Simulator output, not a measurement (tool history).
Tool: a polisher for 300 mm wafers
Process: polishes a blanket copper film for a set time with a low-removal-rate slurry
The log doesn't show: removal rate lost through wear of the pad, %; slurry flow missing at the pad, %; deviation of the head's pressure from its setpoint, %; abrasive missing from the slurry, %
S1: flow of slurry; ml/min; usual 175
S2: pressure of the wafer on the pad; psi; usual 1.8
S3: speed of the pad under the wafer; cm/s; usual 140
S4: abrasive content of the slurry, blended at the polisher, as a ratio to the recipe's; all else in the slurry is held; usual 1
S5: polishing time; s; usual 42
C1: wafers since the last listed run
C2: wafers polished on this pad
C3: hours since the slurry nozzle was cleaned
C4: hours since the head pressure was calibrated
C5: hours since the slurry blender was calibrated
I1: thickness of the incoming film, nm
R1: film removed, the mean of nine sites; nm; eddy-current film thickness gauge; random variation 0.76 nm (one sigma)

{"run": 1, "day": 0.0, "S1": 175, "S2": 1.8, "S3": 140, "S4": 1, "S5": 42, "C1": 0, "C2": 7389, "C3": 242.3, "C4": 469.1, "C5": 305.4, "I1": 804.2, "R1": 78.4}
{"day": 0.512, "done": "worn pad replaced by a new one"}
{"run": 2, "day": 3.075, "S1": 175, "S2": 1.8, "S3": 140, "S4": 1, "S5": 42, "C1": 996, "C2": 878, "C3": 316.1, "C4": 542.9, "C5": 379.2, "I1": 804.2, "R1": 77}
{"run": 3, "day": 4.642, "S1": 175, "S2": 1.8, "S3": 140, "S4": 1, "S5": 42, "C1": 536, "C2": 1414, "C3": 353.7, "C4": 580.5, "C5": 416.8, "I1": 798, "R1": 77.2}
{"day": 5.721, "done": "slurry blender recalibrated"}
{"run": 4, "day": 7.588, "S1": 175, "S2": 1.5, "S3": 102, "S4": 1, "S5": 42, "C1": 980, "C2": 2395, "C3": 424.4, "C4": 651.2, "C5": 44.8, "I1": 804.4, "R1": 47.4}
{"run": 5, "day": 11.608, "S1": 175, "S2": 1.8, "S3": 140, "S4": 1, "S5": 42, "C1": 1377, "C2": 3772, "C3": 520.9, "C4": 747.7, "C5": 141.3, "I1": 785.6, "R1": 75.3}
{"day": 12.188, "done": "slurry nozzle cleaned"}
{"day": 13.858, "done": "head pressure recalibrated"}
{"run": 6, "day": 13.95, "S1": 175, "S2": 1.8, "S3": 140, "S4": 1, "S5": 42, "C1": 759, "C2": 4531, "C3": 42.3, "C4": 2.2, "C5": 197.5, "I1": 816, "R1": 86.5}
{"run": 7, "day": 15.492, "S1": 175, "S2": 1.8, "S3": 140, "S4": 1, "S5": 42, "C1": 528, "C2": 5059, "C3": 79.3, "C4": 39.2, "C5": 234.5, "I1": 795.9, "R1": 85.6}
{"day": 19.796, "done": "worn pad replaced by a new one"}
{"run": 8, "day": 20.479, "S1": 175, "S2": 1.8, "S3": 140, "S4": 1, "S5": 42, "C1": 1651, "C2": 233, "C3": 199, "C4": 158.9, "C5": 354.2, "I1": 798.6, "R1": 82.3}
{"run": 9, "day": 22.45, "S1": 175, "S2": 1.8, "S3": 140, "S4": 1, "S5": 42, "C1": 675, "C2": 909, "C3": 246.3, "C4": 206.2, "C5": 401.5, "I1": 788.3, "R1": 80.2}
{"run": 10, "day": 26.95, "S1": 175, "S2": 1.8, "S3": 140, "S4": 1, "S5": 42, "C1": 1541, "C2": 2450, "C3": 354.3, "C4": 314.2, "C5": 509.5, "I1": 803.6, "R1": 77.3}
{"day": 27.267, "done": "slurry blender recalibrated"}
{"run": 11, "day": 30.108, "S1": 175, "S2": 1.8, "S3": 140, "S4": 0.8, "S5": 42, "C1": 1053, "C2": 3503, "C3": 430.1, "C4": 390, "C5": 68.2, "I1": 782, "R1": 73}
{"run": 12, "day": 33.262, "S1": 175, "S2": 1.8, "S3": 140, "S4": 1, "S5": 42, "C1": 1080, "C2": 4584, "C3": 505.8, "C4": 465.7, "C5": 143.9, "I1": 788.1, "R1": 74.3}
{"day": 33.738, "done": "slurry nozzle cleaned"}
{"run": 13, "day": 36.65, "S1": 175, "S2": 1.8, "S3": 140, "S4": 1, "S5": 42, "C1": 1146, "C2": 5730, "C3": 69.9, "C4": 547, "C5": 225.2, "I1": 805.2, "R1": 80}
{"run": 14, "day": 38.721, "S1": 175, "S2": 2.1, "S3": 140, "S4": 1, "S5": 42, "C1": 709, "C2": 6439, "C3": 119.6, "C4": 596.7, "C5": 274.9, "I1": 799.8, "R1": 90.6}
{"day": 42.412, "done": "worn pad replaced by a new one"}
{"run": 15, "day": 43.004, "S1": 175, "S2": 1.8, "S3": 140, "S4": 1.15, "S5": 47, "C1": 1410, "C2": 202, "C3": 222.4, "C4": 699.5, "C5": 377.7, "I1": 807.2, "R1": 90.2}
{"day": 46.008, "done": "head pressure recalibrated"}
{"run": 16, "day": 46.475, "S1": 175, "S2": 1.8, "S3": 140, "S4": 1, "S5": 42, "C1": 1160, "C2": 1362, "C3": 305.7, "C4": 11.2, "C5": 461, "I1": 786.8, "R1": 84}
{"run": 17, "day": 49.367, "S1": 175, "S2": 1.8, "S3": 140, "S4": 1, "S5": 42, "C1": 990, "C2": 2353, "C3": 375.1, "C4": 80.6, "C5": 530.4, "I1": 795, "R1": 83.1}
{"day": 49.8, "done": "slurry blender recalibrated"}
{"run": 18, "day": 52.825, "S1": 225, "S2": 2.4, "S3": 140, "S4": 1, "S5": 42, "C1": 1156, "C2": 3509, "C3": 458.1, "C4": 163.6, "C5": 72.6, "I1": 793, "R1": 109.5}
{"day": 53.483, "done": "slurry nozzle cleaned"}
{"run": 19, "day": 55.671, "S1": 175, "S2": 1.8, "S3": 92, "S4": 0.85, "S5": 42, "C1": 960, "C2": 4469, "C3": 52.5, "C4": 231.9, "C5": 140.9, "I1": 799.8, "R1": 52.8}
{"day": 63.321, "done": "worn pad replaced by a new one"}
{"run": 20, "day": 67.762, "S1": 175, "S2": 1.8, "S3": 140, "S4": 1, "S5": 49, "C1": 4084, "C2": 1521, "C3": 342.7, "C4": 522.1, "C5": 431.1, "I1": 788.5, "R1": 89}
{"day": 70.8, "done": "slurry blender recalibrated"}
{"run": 21, "day": 71.671, "S1": 175, "S2": 1.8, "S3": 140, "S4": 1, "S5": 42, "C1": 1310, "C2": 2832, "C3": 436.5, "C4": 615.9, "C5": 20.9, "I1": 796.1, "R1": 75.9}
{"run": 22, "day": 75.412, "S1": 175, "S2": 1.8, "S3": 140, "S4": 1, "S5": 42, "C1": 1281, "C2": 4113, "C3": 526.3, "C4": 705.7, "C5": 110.7, "I1": 789.1, "R1": 74.6}
{"day": 75.558, "done": "slurry nozzle cleaned"}
{"day": 76.35, "done": "head pressure recalibrated"}
{"run": 23, "day": 79.075, "S1": 175, "S2": 1.8, "S3": 140, "S4": 1, "S5": 32, "C1": 1211, "C2": 5325, "C3": 84.4, "C4": 65.4, "C5": 198.6, "I1": 814.5, "R1": 65.4}
{"day": 80.817, "done": "worn pad replaced by a new one"}
{"run": 24, "day": 82.821, "S1": 175, "S2": 2.1, "S3": 140, "S4": 1, "S5": 49, "C1": 1225, "C2": 687, "C3": 174.3, "C4": 155.3, "C5": 288.5, "I1": 793.3, "R1": 110.8}
{"run": 25, "day": 86.438, "S1": 220, "S2": 2, "S3": 182, "S4": 1, "S5": 48, "C1": 1238, "C2": 1925, "C3": 261.1, "C4": 242.1, "C5": 375.3, "I1": 794.8, "R1": 135.6}
{"day": 89.679, "done": "slurry blender recalibrated"}
{"run": 26, "day": 90.858, "S1": 175, "S2": 1.8, "S3": 140, "S4": 1, "S5": 42, "C1": 1485, "C2": 3411, "C3": 367.2, "C4": 348.2, "C5": 28.3, "I1": 792.7, "R1": 79.6}
{"run": 27, "day": 93.562, "S1": 175, "S2": 2.2, "S3": 140, "S4": 1.1, "S5": 42, "C1": 926, "C2": 4337, "C3": 432.1, "C4": 413.1, "C5": 93.2, "I1": 801.7, "R1": 97.5}
{"run": 28, "day": 96.267, "S1": 175, "S2": 1.8, "S3": 116, "S4": 1, "S5": 35, "C1": 926, "C2": 5264, "C3": 497, "C4": 478, "C5": 158.1, "I1": 801.1, "R1": 53.9}
{"day": 96.562, "done": "slurry nozzle cleaned"}
{"run": 29, "day": 99.179, "S1": 175, "S2": 1.8, "S3": 140, "S4": 1, "S5": 42, "C1": 983, "C2": 6247, "C3": 62.8, "C4": 547.9, "C5": 228, "I1": 806.1, "R1": 80}

Forecast each of these 3 alternatives for the next run:
{"run": "A", "day": 99.196, "S1": 175, "S2": 1.8, "S3": 140, "S4": 0.9, "S5": 42, "C1": 5, "C2": 6253, "C3": 63.2, "C4": 548.3, "C5": 228.4, "I1": 801.5, "R1": "?"}
{"run": "B", "day": 99.196, "S1": 205, "S2": 1.8, "S3": 154, "S4": 1, "S5": 42, "C1": 5, "C2": 6253, "C3": 63.2, "C4": 548.3, "C5": 228.4, "I1": 801.5, "R1": "?"}
{"run": "C", "day": 99.196, "S1": 155, "S2": 1.4, "S3": 168, "S4": 1, "S5": 42, "C1": 5, "C2": 6253, "C3": 63.2, "C4": 548.3, "C5": 228.4, "I1": 801.5, "R1": "?"}

run=A R1=77.9
run=B R1=89.3
run=C R1=74.3
Without the tool's hidden state the same runs would have given:
run=A R1=85.4
run=B R1=97.8
run=C R1=81.5
